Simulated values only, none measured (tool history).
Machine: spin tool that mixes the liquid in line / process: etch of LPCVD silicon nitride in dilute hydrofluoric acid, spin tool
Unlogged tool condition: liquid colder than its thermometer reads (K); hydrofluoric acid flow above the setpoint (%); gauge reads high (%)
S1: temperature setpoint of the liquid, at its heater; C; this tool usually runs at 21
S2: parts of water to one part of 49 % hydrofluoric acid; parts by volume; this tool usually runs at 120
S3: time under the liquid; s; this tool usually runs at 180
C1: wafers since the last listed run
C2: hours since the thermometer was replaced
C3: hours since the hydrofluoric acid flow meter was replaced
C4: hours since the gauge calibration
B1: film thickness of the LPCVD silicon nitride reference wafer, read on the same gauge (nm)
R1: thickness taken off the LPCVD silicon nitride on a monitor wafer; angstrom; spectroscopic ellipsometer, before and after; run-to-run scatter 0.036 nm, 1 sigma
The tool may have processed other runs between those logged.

run    hour    S1   S2   S3   C1      C2      C3      C4      B1     R1
  1       0    21  120  180    0    34.8     702  1494.4  69.999   5.63
  2    28.5    21  120  180  261    63.3   730.5  1522.9  70.008   6.54
  3    98.9    21  120  180  646   133.7   800.9  1593.3   70.01   6.25
  4   128.2    21  120  180  268     163   830.2  1622.6  70.034   5.84
  5   199.6    21  120  140  655   234.4   901.6    1694  69.976   4.79
  6   265.6    21  120  140  605   300.4   967.6    1760  70.029   4.64
  7   334.7    21  120  140  634   369.5  1036.7  1829.1  69.982   4.89
  8   402.7    21  100  180  624   437.5  1104.7  1897.1  69.981   8.22
  9   450.5    21  100  180  438   485.3  1152.5  1944.9  70.041    7.5
 10   498.6    21  100  180  441   533.4  1200.6    1993  69.974   7.51
 11   537.2    21  120  285  354     572  1239.2  2031.6  69.975  10.55
 12   564.6  18.5  100  225  251   599.4  1266.6    2059  70.026   8.45
 13   621.3    21  145  180  520   656.1  1323.3  2115.7  70.018   5.14
 14   672.3    23  120  180  468   707.1  1374.3  2166.7  69.973   7.68
 15     738    21   65  180  603   772.8    1440  2232.4  69.961   11.8
 16   768.9    21  120  275  283   803.7  1470.9  2263.3  70.026  10.06
 17   805.9    21  120  180  339   840.7  1507.9  2300.3   70.06   6.41
 18   864.9    21  120  140  541   899.7  1566.9  2359.3  69.986   4.85
 19   897.5    21  120  255  299   932.3  1599.5  2391.9  70.002   8.77
 20   928.9    21  120  180  288   963.7  1630.9  2423.3   69.98   6.13
      976.8  -- gauge calibrated
 21     998    24   65   95  634  1032.8    1700    21.2  69.994   8.14
 22  1032.7    21   65  180  318  1067.5  1734.7    55.9  70.018  11.06
     1034.1  -- hydrofluoric acid flow meter replaced
     1053.6  -- thermometer replaced
 23  1058.6    21  120  180  219       5    24.5    81.8  69.994   7.17
 24    1108  19.5   65  100  453    54.4    73.9   131.2  69.992   5.25
 25    1150    17  175  180  385    96.4   115.9   173.2  70.005   3.84
 26  1183.6    17  120  180  308     130   149.5   206.8  69.987   5.15
 27  1246.8    21  120  180  580   193.2   212.7     270  69.963   5.95
 28  1291.1    25  155  120  406   237.5     257   314.3  70.047   4.91
 29    1332    17  120  145  375   278.4   297.9   355.2  69.994   3.87
 30  1381.1    24   70  110  450   327.5     347   404.3  70.025   7.75
 31  1417.3  19.5  155  180  332   363.7   383.2   440.5  70.039   4.89
 32  1472.5  22.5  120  180  506   418.9   438.4   495.7  70.004   7.25

Predict each of these 4 candidate next runs independently; none follows another, all start after run 32:
  A  1473    21  150  180   4  419.4  438.9  496.2   ?   ?
  B  1473    23  140  180   4  419.4  438.9  496.2   ?   ?
  C  1473  22.5   90  230   4  419.4  438.9  496.2   ?   ?
  D  1473    21   85  180   4  419.4  438.9  496.2   ?   ?

run  B1     R1
  A  70   5.03
  B  70   6.14
  C  70  11.73
  D  70   8.78
Take away the tool's hidden state, keep each run's random variation, and the runs would have read:
run     R1
  A   5.03
  B   6.14
  C  11.73
  D   8.78

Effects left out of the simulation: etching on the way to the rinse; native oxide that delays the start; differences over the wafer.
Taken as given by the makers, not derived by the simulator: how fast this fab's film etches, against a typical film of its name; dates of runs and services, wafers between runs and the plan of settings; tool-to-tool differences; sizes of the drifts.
